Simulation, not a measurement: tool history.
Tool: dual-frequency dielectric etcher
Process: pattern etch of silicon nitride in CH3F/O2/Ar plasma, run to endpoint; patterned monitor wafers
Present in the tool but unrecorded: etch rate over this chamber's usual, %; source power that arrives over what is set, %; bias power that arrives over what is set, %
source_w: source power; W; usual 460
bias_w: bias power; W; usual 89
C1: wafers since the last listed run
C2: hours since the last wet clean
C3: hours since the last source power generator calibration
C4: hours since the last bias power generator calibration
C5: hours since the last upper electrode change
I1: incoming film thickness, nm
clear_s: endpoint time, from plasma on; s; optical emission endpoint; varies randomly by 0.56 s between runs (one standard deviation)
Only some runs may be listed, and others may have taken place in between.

run 1 hour=0 | source_w=530 bias_w=89 | C1=0 C2=163 C3=2658.1 C4=1670.2 C5=4576.4 | I1=56.7 | clear_s=59.7
run 2 hour=33.3 | source_w=510 bias_w=106 | C1=340 C2=196.3 C3=2691.4 C4=1703.5 C5=4609.7 | I1=56.8 | clear_s=56.5
run 3 hour=68.2 | source_w=400 bias_w=89 | C1=357 C2=231.2 C3=2726.3 C4=1738.4 C5=4644.6 | I1=57.3 | clear_s=70.1
run 4 hour=81.1 | source_w=400 bias_w=89 | C1=132 C2=244.1 C3=2739.2 C4=1751.3 C5=4657.5 | I1=56.8 | clear_s=70.1
run 5 hour=106 | source_w=400 bias_w=89 | C1=254 C2=269 C3=2764.1 C4=1776.2 C5=4682.4 | I1=56.5 | clear_s=69.9
run 6 hour=127.2 | source_w=460 bias_w=81 | C1=216 C2=290.2 C3=2785.3 C4=1797.4 C5=4703.6 | I1=56.4 | clear_s=67.9
run 7 hour=140 | source_w=460 bias_w=81 | C1=131 C2=303 C3=2798.1 C4=1810.2 C5=4716.4 | I1=55.7 | clear_s=67.9
run 8 hour=153.8 | source_w=460 bias_w=81 | C1=141 C2=316.8 C3=2811.9 C4=1824 C5=4730.2 | I1=56.8 | clear_s=67.4
run 9 hour=183.9 | source_w=460 bias_w=89 | C1=308 C2=346.9 C3=2842 C4=1854.1 C5=4760.3 | I1=56.1 | clear_s=64
-- hour=199.1 bias power generator calibrated
-- hour=233.9 upper electrode replaced
run 10 hour=234.4 | source_w=380 bias_w=72 | C1=230 C2=397.4 C3=2892.5 C4=35.3 C5=0.5 | I1=56.5 | clear_s=80
run 11 hour=236.7 | source_w=380 bias_w=72 | C1=23 C2=399.7 C3=2894.8 C4=37.6 C5=2.8 | I1=56.4 | clear_s=79.5
run 12 hour=254.4 | source_w=540 bias_w=89 | C1=181 C2=417.4 C3=2912.5 C4=55.3 C5=20.5 | I1=56.7 | clear_s=58.9
run 13 hour=267 | source_w=540 bias_w=89 | C1=128 C2=430 C3=2925.1 C4=67.9 C5=33.1 | I1=55.9 | clear_s=58.8
run 14 hour=289 | source_w=390 bias_w=105 | C1=225 C2=452 C3=2947.1 C4=89.9 C5=55.1 | I1=57.2 | clear_s=65.2
run 15 hour=301.1 | source_w=460 bias_w=89 | C1=123 C2=464.1 C3=2959.2 C4=102 C5=67.2 | I1=56.8 | clear_s=63.3
-- hour=335.3 source power generator calibrated
run 16 hour=335.8 | source_w=580 bias_w=74 | C1=314 C2=498.8 C3=0.5 C4=136.7 C5=101.9 | I1=56.2 | clear_s=61.8
run 17 hour=353.8 | source_w=460 bias_w=89 | C1=184 C2=516.8 C3=18.5 C4=154.7 C5=119.9 | I1=56.7 | clear_s=64
run 18 hour=372.5 | source_w=460 bias_w=79 | C1=191 C2=535.5 C3=37.2 C4=173.4 C5=138.6 | I1=56.3 | clear_s=66.6
run 19 hour=389.6 | source_w=390 bias_w=72 | C1=175 C2=552.6 C3=54.3 C4=190.5 C5=155.7 | I1=56.5 | clear_s=78
run 20 hour=422.5 | source_w=460 bias_w=89 | C1=336 C2=585.5 C3=87.2 C4=223.4 C5=188.6 | I1=56.6 | clear_s=62.9
-- hour=446.9 wet clean of the chamber
run 21 hour=447.4 | source_w=460 bias_w=107 | C1=9 C2=0.5 C3=112.1 C4=248.3 C5=213.5 | I1=56.6 | clear_s=60
run 22 hour=459.9 | source_w=530 bias_w=80 | C1=127 C2=13 C3=124.6 C4=260.8 C5=226 | I1=56.3 | clear_s=65.1
run 23 hour=492.2 | source_w=460 bias_w=77 | C1=330 C2=45.3 C3=156.9 C4=293.1 C5=258.3 | I1=56.5 | clear_s=72
run 24 hour=523.6 | source_w=390 bias_w=82 | C1=321 C2=76.7 C3=188.3 C4=324.5 C5=289.7 | I1=56.9 | clear_s=75.4
run 25 hour=542.2 | source_w=420 bias_w=83 | C1=190 C2=95.3 C3=206.9 C4=343.1 C5=308.3 | I1=56.6 | clear_s=71.5
run 26 hour=561.9 | source_w=370 bias_w=105 | C1=201 C2=115 C3=226.6 C4=362.8 C5=328 | I1=56.1 | clear_s=67.4

List, for all runs, the conditions of the tool that the log does not record:
source power that arrives over what is set, %: 0 in every run
bias power that arrives over what is set, %: 0 in every run
H1: etch rate over this chamber's usual, %
run=1 H1=1.79
run=2 H1=2.11
run=3 H1=2.45
run=4 H1=2.57
run=5 H1=2.82
run=6 H1=3.02
run=7 H1=3.15
run=8 H1=3.28
run=9 H1=3.57
run=10 H1=4.07
run=11 H1=4.09
run=12 H1=4.26
run=13 H1=4.38
run=14 H1=4.6
run=15 H1=4.72
run=16 H1=5.05
run=17 H1=5.23
run=18 H1=5.41
run=19 H1=5.58
run=20 H1=5.9
run=21 H1=-0.299
run=22 H1=-0.177
run=23 H1=0.137
run=24 H1=0.443
run=25 H1=0.624
run=26 H1=0.815
